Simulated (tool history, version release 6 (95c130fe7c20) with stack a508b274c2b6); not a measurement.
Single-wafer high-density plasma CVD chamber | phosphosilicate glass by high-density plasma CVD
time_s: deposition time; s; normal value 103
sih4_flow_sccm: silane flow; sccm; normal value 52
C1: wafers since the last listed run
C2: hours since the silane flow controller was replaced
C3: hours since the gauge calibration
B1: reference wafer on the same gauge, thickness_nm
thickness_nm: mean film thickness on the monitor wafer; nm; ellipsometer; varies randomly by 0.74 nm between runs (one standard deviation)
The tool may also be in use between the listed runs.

{"run": 1, "hour": 0.0, "time_s": 103, "sih4_flow_sccm": 45, "C1": 0, "C2": 3967.8, "C3": 215.2, "B1": 465.439, "thickness_nm": 437.753}
{"run": 2, "hour": 15.1, "time_s": 103, "sih4_flow_sccm": 52, "C1": 181, "C2": 3982.9, "C3": 230.3, "B1": 466.019, "thickness_nm": 494.089}
{"run": 3, "hour": 22.0, "time_s": 103, "sih4_flow_sccm": 52, "C1": 82, "C2": 3989.8, "C3": 237.2, "B1": 465.954, "thickness_nm": 494.73}
{"run": 4, "hour": 29.8, "time_s": 103, "sih4_flow_sccm": 52, "C1": 93, "C2": 3997.6, "C3": 245.0, "B1": 466.249, "thickness_nm": 494.156}
{"run": 5, "hour": 44.4, "time_s": 109, "sih4_flow_sccm": 52, "C1": 175, "C2": 4012.2, "C3": 259.6, "B1": 465.987, "thickness_nm": 522.833}
{"run": 6, "hour": 61.7, "time_s": 109, "sih4_flow_sccm": 52, "C1": 207, "C2": 4029.5, "C3": 276.9, "B1": 466.104, "thickness_nm": 523.033}
{"run": 7, "hour": 75.6, "time_s": 109, "sih4_flow_sccm": 52, "C1": 166, "C2": 4043.4, "C3": 290.8, "B1": 466.225, "thickness_nm": 524.481}
{"run": 8, "hour": 90.8, "time_s": 108, "sih4_flow_sccm": 55, "C1": 182, "C2": 4058.6, "C3": 306.0, "B1": 466.119, "thickness_nm": 545.62}
{"run": 9, "hour": 105.6, "time_s": 103, "sih4_flow_sccm": 46, "C1": 177, "C2": 4073.4, "C3": 320.8, "B1": 466.714, "thickness_nm": 447.666}
{"run": 10, "hour": 117.9, "time_s": 103, "sih4_flow_sccm": 46, "C1": 147, "C2": 4085.7, "C3": 333.1, "B1": 466.278, "thickness_nm": 447.347}
{"run": 11, "hour": 126.3, "time_s": 103, "sih4_flow_sccm": 46, "C1": 100, "C2": 4094.1, "C3": 341.5, "B1": 466.738, "thickness_nm": 447.119}
{"run": 12, "hour": 156.0, "time_s": 103, "sih4_flow_sccm": 52, "C1": 356, "C2": 4123.8, "C3": 371.2, "B1": 467.085, "thickness_nm": 495.053}
{"run": 13, "hour": 167.4, "time_s": 103, "sih4_flow_sccm": 52, "C1": 136, "C2": 4135.2, "C3": 382.6, "B1": 467.26, "thickness_nm": 495.3}
{"run": 14, "hour": 174.8, "time_s": 103, "sih4_flow_sccm": 47, "C1": 88, "C2": 4142.6, "C3": 390.0, "B1": 467.369, "thickness_nm": 455.766}
{"run": 15, "hour": 217.8, "time_s": 87, "sih4_flow_sccm": 52, "C1": 515, "C2": 4185.6, "C3": 433.0, "B1": 467.988, "thickness_nm": 418.465}
{"run": 16, "hour": 233.8, "time_s": 114, "sih4_flow_sccm": 47, "C1": 191, "C2": 4201.6, "C3": 449.0, "B1": 468.379, "thickness_nm": 505.241}
{"run": 17, "hour": 251.8, "time_s": 110, "sih4_flow_sccm": 52, "C1": 215, "C2": 4219.6, "C3": 467.0, "B1": 468.814, "thickness_nm": 533.026}
{"run": 18, "hour": 269.0, "time_s": 118, "sih4_flow_sccm": 62, "C1": 206, "C2": 4236.8, "C3": 484.2, "B1": 468.928, "thickness_nm": 663.991}
{"hour": 295.2, "done": "gauge calibrated"}
{"hour": 308.2, "done": "silane flow controller replaced"}
{"run": 19, "hour": 318.6, "time_s": 103, "sih4_flow_sccm": 52, "C1": 499, "C2": 10.4, "C3": 23.4, "B1": 464.845, "thickness_nm": 492.504}
{"run": 20, "hour": 325.4, "time_s": 116, "sih4_flow_sccm": 42, "C1": 81, "C2": 17.2, "C3": 30.2, "B1": 464.799, "thickness_nm": 465.452}
{"run": 21, "hour": 341.8, "time_s": 111, "sih4_flow_sccm": 56, "C1": 196, "C2": 33.6, "C3": 46.6, "B1": 464.827, "thickness_nm": 566.748}
{"run": 22, "hour": 356.0, "time_s": 86, "sih4_flow_sccm": 61, "C1": 170, "C2": 47.8, "C3": 60.8, "B1": 465.311, "thickness_nm": 473.786}
{"run": 23, "hour": 373.6, "time_s": 116, "sih4_flow_sccm": 49, "C1": 211, "C2": 65.4, "C3": 78.4, "B1": 464.815, "thickness_nm": 529.253}
{"run": 24, "hour": 385.0, "time_s": 103, "sih4_flow_sccm": 52, "C1": 136, "C2": 76.8, "C3": 89.8, "B1": 464.836, "thickness_nm": 494.618}
{"run": 25, "hour": 401.2, "time_s": 103, "sih4_flow_sccm": 52, "C1": 194, "C2": 93.0, "C3": 106.0, "B1": 465.227, "thickness_nm": 494.129}
{"run": 26, "hour": 413.7, "time_s": 115, "sih4_flow_sccm": 52, "C1": 149, "C2": 105.5, "C3": 118.5, "B1": 465.484, "thickness_nm": 552.199}
{"run": 27, "hour": 427.9, "time_s": 103, "sih4_flow_sccm": 52, "C1": 170, "C2": 119.7, "C3": 132.7, "B1": 464.946, "thickness_nm": 494.55}
{"run": 28, "hour": 443.7, "time_s": 103, "sih4_flow_sccm": 46, "C1": 189, "C2": 135.5, "C3": 148.5, "B1": 465.292, "thickness_nm": 445.63}

Consider 5 possible next runs. They are alternatives, not a sequence: every one starts from the tool as it was left by run 28. What does each give?
{"run": "A", "hour": 444.1, "time_s": 118, "sih4_flow_sccm": 52, "C1": 4, "C2": 135.9, "C3": 148.9, "B1": "?", "thickness_nm": "?"}
{"run": "B", "hour": 444.1, "time_s": 110, "sih4_flow_sccm": 45, "C1": 4, "C2": 135.9, "C3": 148.9, "B1": "?", "thickness_nm": "?"}
{"run": "C", "hour": 444.1, "time_s": 119, "sih4_flow_sccm": 48, "C1": 4, "C2": 135.9, "C3": 148.9, "B1": "?", "thickness_nm": "?"}
{"run": "D", "hour": 444.1, "time_s": 103, "sih4_flow_sccm": 62, "C1": 4, "C2": 135.9, "C3": 148.9, "B1": "?", "thickness_nm": "?"}
{"run": "E", "hour": 444.1, "time_s": 111, "sih4_flow_sccm": 59, "C1": 4, "C2": 135.9, "C3": 148.9, "B1": "?", "thickness_nm": "?"}

run=A B1=465.269 thickness_nm=568.015
run=B B1=465.269 thickness_nm=468.909
run=C B1=465.269 thickness_nm=535.369
run=D B1=465.269 thickness_nm=576.868
run=E B1=465.269 thickness_nm=595.467
Had the tool no hidden state, the same runs would have come out as:
run=A thickness_nm=567.599
run=B thickness_nm=468.566
run=C thickness_nm=534.977
run=D thickness_nm=576.445
run=E thickness_nm=595.031
